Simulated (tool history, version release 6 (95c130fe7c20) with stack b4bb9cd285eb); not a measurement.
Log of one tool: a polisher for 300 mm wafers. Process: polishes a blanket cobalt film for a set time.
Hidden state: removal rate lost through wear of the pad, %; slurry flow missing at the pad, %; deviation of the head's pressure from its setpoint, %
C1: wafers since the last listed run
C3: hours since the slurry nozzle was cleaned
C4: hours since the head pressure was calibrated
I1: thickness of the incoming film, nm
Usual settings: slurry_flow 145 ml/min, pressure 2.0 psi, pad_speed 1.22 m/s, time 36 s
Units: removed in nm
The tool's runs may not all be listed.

run 1 hour=0.0 | slurry_flow=115 pressure=2.0 pad_speed=1.40 time=36 | C1=0 wafers_polished_on_this_pad=522 C3=454.3 C4=414.6 | I1=1508.4 | removed=223.2
run 2 hour=19.4 | slurry_flow=115 pressure=2.0 pad_speed=1.40 time=36 | C1=313 wafers_polished_on_this_pad=835 C3=473.7 C4=434.0 | I1=1510.5 | removed=223.4
run 3 hour=40.3 | slurry_flow=115 pressure=2.0 pad_speed=1.40 time=36 | C1=337 wafers_polished_on_this_pad=1172 C3=494.6 C4=454.9 | I1=1497.5 | removed=221.7
-- hour=103.4 worn pad replaced by a new one
run 4 hour=117.5 | slurry_flow=120 pressure=2.0 pad_speed=1.22 time=36 | C1=1181 wafers_polished_on_this_pad=226 C3=571.8 C4=532.1 | I1=1520.5 | removed=191.9
run 5 hour=131.3 | slurry_flow=120 pressure=2.0 pad_speed=1.22 time=36 | C1=222 wafers_polished_on_this_pad=449 C3=585.6 C4=545.9 | I1=1501.5 | removed=189.9
run 6 hour=146.9 | slurry_flow=120 pressure=2.0 pad_speed=1.22 time=36 | C1=251 wafers_polished_on_this_pad=701 C3=601.2 C4=561.5 | I1=1504.8 | removed=190.7
run 7 hour=170.6 | slurry_flow=145 pressure=2.0 pad_speed=1.22 time=36 | C1=382 wafers_polished_on_this_pad=1083 C3=624.9 C4=585.2 | I1=1498.5 | removed=200.3
run 8 hour=199.2 | slurry_flow=145 pressure=2.0 pad_speed=1.22 time=36 | C1=461 wafers_polished_on_this_pad=1545 C3=653.5 C4=613.8 | I1=1493.1 | removed=200.7
run 9 hour=231.0 | slurry_flow=175 pressure=2.0 pad_speed=1.22 time=30 | C1=513 wafers_polished_on_this_pad=2058 C3=685.3 C4=645.6 | I1=1522.5 | removed=171.8
-- hour=234.6 slurry nozzle cleaned
-- hour=257.9 worn pad replaced by a new one
run 10 hour=264.1 | slurry_flow=175 pressure=2.0 pad_speed=1.22 time=30 | C1=453 wafers_polished_on_this_pad=100 C3=29.5 C4=678.7 | I1=1512.6 | removed=181.5
run 11 hour=290.0 | slurry_flow=175 pressure=2.0 pad_speed=1.22 time=30 | C1=418 wafers_polished_on_this_pad=518 C3=55.4 C4=704.6 | I1=1507.5 | removed=179.8
run 12 hour=331.0 | slurry_flow=145 pressure=2.3 pad_speed=1.22 time=36 | C1=661 wafers_polished_on_this_pad=1180 C3=96.4 C4=745.6 | I1=1481.4 | removed=243.0
-- hour=336.1 head pressure recalibrated
run 13 hour=350.7 | slurry_flow=145 pressure=2.3 pad_speed=1.22 time=36 | C1=285 wafers_polished_on_this_pad=1465 C3=116.1 C4=14.6 | I1=1487.4 | removed=241.1
run 14 hour=376.0 | slurry_flow=145 pressure=2.3 pad_speed=1.22 time=36 | C1=408 wafers_polished_on_this_pad=1874 C3=141.4 C4=39.9 | I1=1531.3 | removed=240.9
run 15 hour=401.4 | slurry_flow=175 pressure=2.0 pad_speed=1.22 time=36 | C1=409 wafers_polished_on_this_pad=2284 C3=166.8 C4=65.3 | I1=1498.8 | removed=212.8
-- hour=417.3 worn pad replaced by a new one
run 16 hour=432.5 | slurry_flow=145 pressure=2.0 pad_speed=1.22 time=36 | C1=437 wafers_polished_on_this_pad=245 C3=197.9 C4=96.4 | I1=1497.1 | removed=207.9
run 17 hour=448.0 | slurry_flow=175 pressure=2.0 pad_speed=1.22 time=30 | C1=250 wafers_polished_on_this_pad=495 C3=213.4 C4=111.9 | I1=1491.5 | removed=181.9
run 18 hour=466.6 | slurry_flow=175 pressure=2.2 pad_speed=1.56 time=31 | C1=300 wafers_polished_on_this_pad=795 C3=232.0 C4=130.5 | I1=1532.8 | removed=260.5
run 19 hour=484.1 | slurry_flow=145 pressure=2.0 pad_speed=1.22 time=36 | C1=282 wafers_polished_on_this_pad=1078 C3=249.5 C4=148.0 | I1=1502.8 | removed=206.5
run 20 hour=553.4 | slurry_flow=145 pressure=2.0 pad_speed=1.22 time=36 | C1=1118 wafers_polished_on_this_pad=2196 C3=318.8 C4=217.3 | I1=1529.9 | removed=208.9
run 21 hour=571.6 | slurry_flow=145 pressure=2.0 pad_speed=1.52 time=36 | C1=293 wafers_polished_on_this_pad=2490 C3=337.0 C4=235.5 | I1=1498.3 | removed=256.4
-- hour=580.0 worn pad replaced by a new one
run 22 hour=587.4 | slurry_flow=190 pressure=1.3 pad_speed=1.22 time=36 | C1=190 wafers_polished_on_this_pad=120 C3=352.8 C4=251.3 | I1=1488.5 | removed=139.5
run 23 hour=610.7 | slurry_flow=165 pressure=1.5 pad_speed=1.00 time=26 | C1=376 wafers_polished_on_this_pad=496 C3=376.1 C4=274.6 | I1=1515.2 | removed=94.6
run 24 hour=631.0 | slurry_flow=145 pressure=2.0 pad_speed=1.44 time=31 | C1=327 wafers_polished_on_this_pad=824 C3=396.4 C4=294.9 | I1=1517.6 | removed=207.6
run 25 hour=652.9 | slurry_flow=145 pressure=2.0 pad_speed=1.22 time=36 | C1=353 wafers_polished_on_this_pad=1177 C3=418.3 C4=316.8 | I1=1508.5 | removed=205.1
run 26 hour=668.4 | slurry_flow=145 pressure=2.0 pad_speed=1.22 time=36 | C1=250 wafers_polished_on_this_pad=1427 C3=433.8 C4=332.3 | I1=1513.8 | removed=205.3
run 27 hour=682.2 | slurry_flow=175 pressure=1.5 pad_speed=0.86 time=36 | C1=222 wafers_polished_on_this_pad=1650 C3=447.6 C4=346.1 | I1=1518.9 | removed=112.3
run 28 hour=699.7 | slurry_flow=145 pressure=2.0 pad_speed=1.22 time=24 | C1=282 wafers_polished_on_this_pad=1932 C3=465.1 C4=363.6 | I1=1518.0 | removed=136.3
-- hour=735.0 worn pad replaced by a new one
run 29 hour=735.5 | slurry_flow=145 pressure=2.0 pad_speed=1.04 time=36 | C1=513 wafers_polished_on_this_pad=8 C3=500.9 C4=399.4 | I1=1513.1 | removed=174.9

Some steps in removed between neighbouring runs. How much of each would the tool show without its hidden state too (settings, what came in, random variation), and how much is left for the hidden state, with any gauge scatter that isn't in both results?
Run 9 -> 10: slurry nozzle cleaned, worn pad replaced by a new one. removed +9.7 nm: hidden state +8.9, all else +0.8.
Run 21 -> 22: slurry_flow 145 -> 190, pressure 2.0 -> 1.3, pad_speed 1.52 -> 1.22, worn pad replaced by a new one. removed -116.9 nm: hidden state +2.6, all else -119.5.
Run 23 -> 24: slurry_flow 165 -> 145, pressure 1.5 -> 2.0, pad_speed 1.00 -> 1.44, time 26 -> 31. removed +113.0 nm: hidden state -3.3, all else +116.3.
